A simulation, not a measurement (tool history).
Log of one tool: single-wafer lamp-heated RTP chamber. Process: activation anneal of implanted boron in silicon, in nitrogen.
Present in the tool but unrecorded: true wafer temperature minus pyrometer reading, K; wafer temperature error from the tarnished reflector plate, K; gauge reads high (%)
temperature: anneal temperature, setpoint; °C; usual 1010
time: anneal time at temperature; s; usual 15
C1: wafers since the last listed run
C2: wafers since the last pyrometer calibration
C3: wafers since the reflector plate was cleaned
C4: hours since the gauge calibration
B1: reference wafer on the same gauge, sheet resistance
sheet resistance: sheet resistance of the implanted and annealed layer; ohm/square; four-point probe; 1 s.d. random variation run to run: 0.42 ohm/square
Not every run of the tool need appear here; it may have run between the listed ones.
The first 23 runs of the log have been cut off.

At day 27.542: reflector plate cleaned.
Run 24, day 27.562: usual settings but temperature 1001 °C, time 18 s; C1 138; C2 517; C3 7; C4 443.3; B1 148.96. Result: sheet resistance 125.16 ohm/square.
Run 25, day 28.45: usual settings but time 18 s; C1 313; C2 831; C3 321; C4 464.6; B1 148.88. Result: sheet resistance 123.04 ohm/square.
Run 26, day 29.421: usual settings but temperature 1020 °C, time 9 s; C1 343; C2 1174; C3 664; C4 487.9; B1 149.06. Result: sheet resistance 122.19 ohm/square.
Run 27, day 30.704: usual settings but temperature 1025 °C, time 6 s; C1 453; C2 1628; C3 1118; C4 518.7; B1 149.04. Result: sheet resistance 122.11 ohm/square.
Run 28, day 31.238: usual settings; C1 188; C2 1817; C3 1307; C4 531.5; B1 149.16. Result: sheet resistance 123.68 ohm/square.
Run 29, day 32.588: usual settings but temperature 1000 °C, time 22 s; C1 477; C2 2294; C3 1784; C4 563.9; B1 148.9. Result: sheet resistance 123.16 ohm/square.
Run 30, day 33.154: usual settings; C1 200; C2 2494; C3 1984; C4 577.5; B1 149.08. Result: sheet resistance 122.29 ohm/square.
Run 31, day 33.921: usual settings but temperature 992 °C; C1 271; C2 2765; C3 2256; C4 595.9; B1 148.97. Result: sheet resistance 126.32 ohm/square.
At day 34.488: pyrometer window cleaned and pyrometer calibrated.
Run 32, day 35.1: usual settings but temperature 980 °C, time 21 s; C1 299; C2 216; C3 2555; C4 624.2; B1 148.97. Result: sheet resistance 134.67 ohm/square.
Run 33, day 35.646: usual settings but temperature 1033 °C, time 9 s; C1 193; C2 409; C3 2748; C4 637.3; B1 149.12. Result: sheet resistance 121.12 ohm/square.
Run 34, day 36.942: usual settings but temperature 985 °C, time 18 s; C1 458; C2 867; C3 3206; C4 668.4; B1 149.07. Result: sheet resistance 130.69 ohm/square.
Run 35, day 38.05: usual settings but temperature 1018 °C, time 12 s; C1 391; C2 1259; C3 3598; C4 695; B1 148.89. Result: sheet resistance 122.73 ohm/square.
Run 36, day 38.712: usual settings; C1 234; C2 1493; C3 3832; C4 710.9; B1 148.79. Result: sheet resistance 122 ohm/square.

Each row is a separate what-if for the run after 36, all from the same tool condition, not one after another. Results?
Run A, day 38.729: usual settings but time 10 s; C1 5; C2 1499; C3 3838; C4 711.3; B1 ?. Result: sheet resistance ?.
Run B, day 38.729: usual settings but temperature 1025 °C, time 12 s; C1 5; C2 1499; C3 3838; C4 711.3; B1 ?. Result: sheet resistance ?.
Run C, day 38.729: usual settings but temperature 1030 °C, time 22 s; C1 5; C2 1499; C3 3838; C4 711.3; B1 ?. Result: sheet resistance ?.
Run D, day 38.729: usual settings but temperature 999 °C, time 12 s; C1 5; C2 1499; C3 3838; C4 711.3; B1 ?. Result: sheet resistance ?.
Run E, day 38.729: usual settings but temperature 1032 °C, time 9 s; C1 5; C2 1499; C3 3838; C4 711.3; B1 ?. Result: sheet resistance ?.

run      B1  sheet resistance
  A  148.82            123.05
  B  148.82            120.59
  C  148.82            119.31
  D  148.82            125.26
  E  148.82            120.31
With the hidden condition removed and each run's random variation left untouched, the same runs would have given:
run  sheet resistance
  A            124.52
  B            121.33
  C            119.86
  D             127.5
  E            120.92
